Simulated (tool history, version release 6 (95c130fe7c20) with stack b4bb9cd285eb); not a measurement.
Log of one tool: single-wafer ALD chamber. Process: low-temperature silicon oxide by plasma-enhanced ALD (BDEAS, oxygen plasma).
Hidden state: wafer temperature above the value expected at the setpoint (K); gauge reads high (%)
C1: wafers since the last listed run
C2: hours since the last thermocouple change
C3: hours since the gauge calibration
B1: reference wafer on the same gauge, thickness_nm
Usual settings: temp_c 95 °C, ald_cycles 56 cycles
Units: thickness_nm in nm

run 1 day=0 | temp_c=95 ald_cycles=53 | C1=0 C2=313.3 C3=1462.9 | B1=8.234 | thickness_nm=7.669
run 2 day=5.562 | temp_c=95 ald_cycles=53 | C1=743 C2=446.8 C3=1596.4 | B1=8.226 | thickness_nm=7.613
run 3 day=8.383 | temp_c=95 ald_cycles=53 | C1=377 C2=514.5 C3=1664.1 | B1=8.228 | thickness_nm=7.625
run 4 day=10.221 | temp_c=101 ald_cycles=56 | C1=245 C2=558.6 C3=1708.2 | B1=8.21 | thickness_nm=7.959
run 5 day=11.888 | temp_c=101 ald_cycles=56 | C1=222 C2=598.6 C3=1748.2 | B1=8.225 | thickness_nm=7.951
run 6 day=13.158 | temp_c=101 ald_cycles=56 | C1=169 C2=629.1 C3=1778.7 | B1=8.227 | thickness_nm=7.94
run 7 day=16.05 | temp_c=95 ald_cycles=56 | C1=386 C2=698.5 C3=1848.1 | B1=8.225 | thickness_nm=8.084
run 8 day=17.054 | temp_c=86 ald_cycles=56 | C1=134 C2=722.6 C3=1872.2 | B1=8.219 | thickness_nm=8.27
run 9 day=18.146 | temp_c=86 ald_cycles=56 | C1=145 C2=748.8 C3=1898.4 | B1=8.234 | thickness_nm=8.352
run 10 day=20.625 | temp_c=95 ald_cycles=49 | C1=331 C2=808.3 C3=1957.9 | B1=8.219 | thickness_nm=7.024
run 11 day=23.371 | temp_c=91 ald_cycles=56 | C1=366 C2=874.2 C3=2023.8 | B1=8.207 | thickness_nm=8.136
run 12 day=25.062 | temp_c=91 ald_cycles=56 | C1=226 C2=914.8 C3=2064.4 | B1=8.226 | thickness_nm=8.132
run 13 day=26.458 | temp_c=95 ald_cycles=56 | C1=186 C2=948.3 C3=2097.9 | B1=8.208 | thickness_nm=8.027
run 14 day=27.988 | temp_c=95 ald_cycles=56 | C1=204 C2=985 C3=2134.6 | B1=8.219 | thickness_nm=8.005
run 15 day=30.429 | temp_c=95 ald_cycles=56 | C1=326 C2=1043.6 C3=2193.2 | B1=8.221 | thickness_nm=8.033
run 16 day=32.754 | temp_c=105 ald_cycles=62 | C1=310 C2=1099.4 C3=2249 | B1=8.225 | thickness_nm=8.666
run 17 day=34.617 | temp_c=105 ald_cycles=62 | C1=248 C2=1144.1 C3=2293.7 | B1=8.223 | thickness_nm=8.684
run 18 day=36.912 | temp_c=99 ald_cycles=56 | C1=306 C2=1199.2 C3=2348.8 | B1=8.216 | thickness_nm=7.911
run 19 day=38.517 | temp_c=99 ald_cycles=56 | C1=214 C2=1237.7 C3=2387.3 | B1=8.215 | thickness_nm=7.937
run 20 day=39.788 | temp_c=95 ald_cycles=56 | C1=169 C2=1268.2 C3=2417.8 | B1=8.225 | thickness_nm=7.93
-- day=41.033 thermocouple changed; heater temperature recalibrated
run 21 day=41.108 | temp_c=95 ald_cycles=56 | C1=131 C2=1.8 C3=2449.5 | B1=8.216 | thickness_nm=8.148
run 22 day=42.883 | temp_c=95 ald_cycles=56 | C1=237 C2=44.4 C3=2492.1 | B1=8.234 | thickness_nm=8.174
run 23 day=45.158 | temp_c=95 ald_cycles=56 | C1=304 C2=99 C3=2546.7 | B1=8.228 | thickness_nm=8.136
run 24 day=47.288 | temp_c=81 ald_cycles=56 | C1=284 C2=150.1 C3=2597.8 | B1=8.229 | thickness_nm=8.443
-- day=48.021 gauge calibrated
run 25 day=49.746 | temp_c=95 ald_cycles=64 | C1=328 C2=209.1 C3=41.4 | B1=8.206 | thickness_nm=9.27
run 26 day=52.388 | temp_c=95 ald_cycles=49 | C1=353 C2=272.5 C3=104.8 | B1=8.219 | thickness_nm=7.106
run 27 day=53.458 | temp_c=91 ald_cycles=56 | C1=143 C2=298.2 C3=130.5 | B1=8.215 | thickness_nm=8.196
run 28 day=55.933 | temp_c=109 ald_cycles=66 | C1=330 C2=357.6 C3=189.9 | B1=8.22 | thickness_nm=9.295
run 29 day=57.85 | temp_c=95 ald_cycles=45 | C1=256 C2=403.6 C3=235.9 | B1=8.214 | thickness_nm=6.506
run 30 day=60.238 | temp_c=107 ald_cycles=46 | C1=319 C2=460.9 C3=293.2 | B1=8.226 | thickness_nm=6.457
run 31 day=61.35 | temp_c=105 ald_cycles=65 | C1=148 C2=487.6 C3=319.9 | B1=8.234 | thickness_nm=9.151
run 32 day=64.138 | temp_c=95 ald_cycles=61 | C1=372 C2=554.5 C3=386.8 | B1=8.221 | thickness_nm=8.804
run 33 day=66.325 | temp_c=83 ald_cycles=56 | C1=292 C2=607 C3=439.3 | B1=8.219 | thickness_nm=8.37
run 34 day=69.25 | temp_c=80 ald_cycles=46 | C1=390 C2=677.2 C3=509.5 | B1=8.211 | thickness_nm=6.926
run 35 day=70.883 | temp_c=95 ald_cycles=53 | C1=218 C2=716.4 C3=548.7 | B1=8.223 | thickness_nm=7.642
run 36 day=72.45 | temp_c=95 ald_cycles=56 | C1=209 C2=754 C3=586.3 | B1=8.22 | thickness_nm=8.068
run 37 day=75.221 | temp_c=99 ald_cycles=60 | C1=370 C2=820.5 C3=652.8 | B1=8.223 | thickness_nm=8.546
run 38 day=76.808 | temp_c=82 ald_cycles=56 | C1=212 C2=858.6 C3=690.9 | B1=8.215 | thickness_nm=8.331
run 39 day=79.471 | temp_c=95 ald_cycles=56 | C1=355 C2=922.5 C3=754.8 | B1=8.23 | thickness_nm=8.017
run 40 day=80.662 | temp_c=108 ald_cycles=56 | C1=159 C2=951.1 C3=783.4 | B1=8.217 | thickness_nm=7.83
run 41 day=89.421 | temp_c=106 ald_cycles=45 | C1=1170 C2=1161.3 C3=993.6 | B1=8.227 | thickness_nm=6.336
run 42 day=91.317 | temp_c=81 ald_cycles=50 | C1=253 C2=1206.8 C3=1039.1 | B1=8.205 | thickness_nm=7.449
run 43 day=97.55 | temp_c=95 ald_cycles=60 | C1=833 C2=1356.4 C3=1188.7 | B1=8.216 | thickness_nm=8.592
run 44 day=101.392 | temp_c=80 ald_cycles=62 | C1=513 C2=1448.6 C3=1280.9 | B1=8.227 | thickness_nm=9.242
-- day=102.717 thermocouple changed; heater temperature recalibrated
run 45 day=103.129 | temp_c=103 ald_cycles=66 | C1=187 C2=9.9 C3=1322.6 | B1=8.216 | thickness_nm=9.382
run 46 day=104.562 | temp_c=109 ald_cycles=48 | C1=191 C2=44.3 C3=1357 | B1=8.212 | thickness_nm=6.717
run 47 day=107.271 | temp_c=102 ald_cycles=51 | C1=361 C2=109.3 C3=1422 | B1=8.209 | thickness_nm=7.246

Forecast each of these 4 alternatives for the next run:
run A day=107.292 | temp_c=95 ald_cycles=66 | C1=2 C2=109.8 C3=1422.5 | B1=? | thickness_nm=?
run B day=107.292 | temp_c=103 ald_cycles=47 | C1=2 C2=109.8 C3=1422.5 | B1=? | thickness_nm=?
run C day=107.292 | temp_c=103 ald_cycles=67 | C1=2 C2=109.8 C3=1422.5 | B1=? | thickness_nm=?
run D day=107.292 | temp_c=95 ald_cycles=62 | C1=2 C2=109.8 C3=1422.5 | B1=? | thickness_nm=?

run=A B1=8.225 thickness_nm=9.523
run=B B1=8.225 thickness_nm=6.644
run=C B1=8.225 thickness_nm=9.471
run=D B1=8.225 thickness_nm=8.945
Without the tool's hidden state the same runs would have given:
run=A thickness_nm=9.543
run=B thickness_nm=6.651
run=C thickness_nm=9.481
run=D thickness_nm=8.965

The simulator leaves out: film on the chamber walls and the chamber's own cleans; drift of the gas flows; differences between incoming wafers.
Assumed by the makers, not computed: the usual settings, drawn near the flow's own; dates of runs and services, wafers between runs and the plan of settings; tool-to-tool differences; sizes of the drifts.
